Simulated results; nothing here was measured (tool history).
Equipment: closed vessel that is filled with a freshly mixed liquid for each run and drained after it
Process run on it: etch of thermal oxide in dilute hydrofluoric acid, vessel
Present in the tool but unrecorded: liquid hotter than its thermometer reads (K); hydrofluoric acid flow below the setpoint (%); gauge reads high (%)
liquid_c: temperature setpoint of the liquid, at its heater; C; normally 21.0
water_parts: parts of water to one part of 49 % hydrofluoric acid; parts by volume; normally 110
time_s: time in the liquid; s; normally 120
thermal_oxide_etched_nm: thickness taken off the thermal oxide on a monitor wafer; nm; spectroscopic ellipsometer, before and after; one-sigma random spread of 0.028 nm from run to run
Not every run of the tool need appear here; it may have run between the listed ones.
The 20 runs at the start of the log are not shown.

run   hour  liquid_c  water_parts  time_s  wafers since the last listed run  hours since the thermometer was replaced  hours since the hydrofluoric acid flow meter was replaced  hours since the gauge calibration  read-back film thickness of the thermal oxide reference wafer, read on the same gauge (nm)  thermal_oxide_etched_nm
 21  253.2      17.5           70     165                               855                                      59.9                                                     2367.5                              264.7                                                                                      30.015                    8.326
     258.0  -- hydrofluoric acid flow meter replaced
 22  269.7      24.5           85     145                              1205                                      76.4                                                       11.7                              281.2                                                                                      29.997                    9.351
 23  283.3      21.0          110     185                              1058                                      90.0                                                       25.3                              294.8                                                                                      29.970                    7.769
     292.7  -- gauge calibrated
 24  298.1      21.0          130     170                              1151                                     104.8                                                       40.1                                5.4                                                                                      29.994                    5.896
 25  313.7      21.0          110     120                              1213                                     120.4                                                       55.7                               21.0                                                                                      29.993                    5.023
 26  320.9      23.5           90      75                               560                                     127.6                                                       62.9                               28.2                                                                                      30.001                    4.303
 27  332.3      21.0           75     120                               886                                     139.0                                                       74.3                               39.6                                                                                      29.984                    7.661
 28  340.2      21.0           80     120                               614                                     146.9                                                       82.2                               47.5                                                                                      29.984                    7.193
 29  356.3      17.5          135     120                              1252                                     163.0                                                       98.3                               63.6                                                                                      30.010                    3.428
 30  368.0      21.0          125     120                               910                                     174.7                                                      110.0                               75.3                                                                                      29.997                    4.336
 31  375.9      21.0          110     120                               614                                     182.6                                                      117.9                               83.2                                                                                      30.030                    5.043
 32  390.5      21.0          110     120                              1135                                     197.2                                                      132.5                               97.8                                                                                      30.007                    4.989
 33  398.3      17.0           60     120                               606                                     205.0                                                      140.3                              105.6                                                                                      29.982                    8.209

What if the next run were any one of these 5? Each begins from the tool's condition after run 33:
  A  399.0      21.0          110     190                                54                                     205.7                                                      141.0                              106.3                                                                                           ?                        ?
  B  399.0      17.0           90     140                                54                                     205.7                                                      141.0                              106.3                                                                                           ?                        ?
  C  399.0      17.0           90     100                                54                                     205.7                                                      141.0                              106.3                                                                                           ?                        ?
  D  399.0      21.0          110     180                                54                                     205.7                                                      141.0                              106.3                                                                                           ?                        ?
  E  399.0      23.5          155     140                                54                                     205.7                                                      141.0                              106.3                                                                                           ?                        ?

run  read-back film thickness of the thermal oxide reference wafer, read on the same gauge (nm)  thermal_oxide_etched_nm
  A                                                                                      29.974                    7.932
  B                                                                                      29.974                    6.195
  C                                                                                      29.974                    4.425
  D                                                                                      29.974                    7.514
  E                                                                                      29.974                    4.342
Without the tool's hidden state the same runs would have given:
run  thermal_oxide_etched_nm
  A                    7.835
  B                    6.110
  C                    4.364
  D                    7.423
  E                    4.298
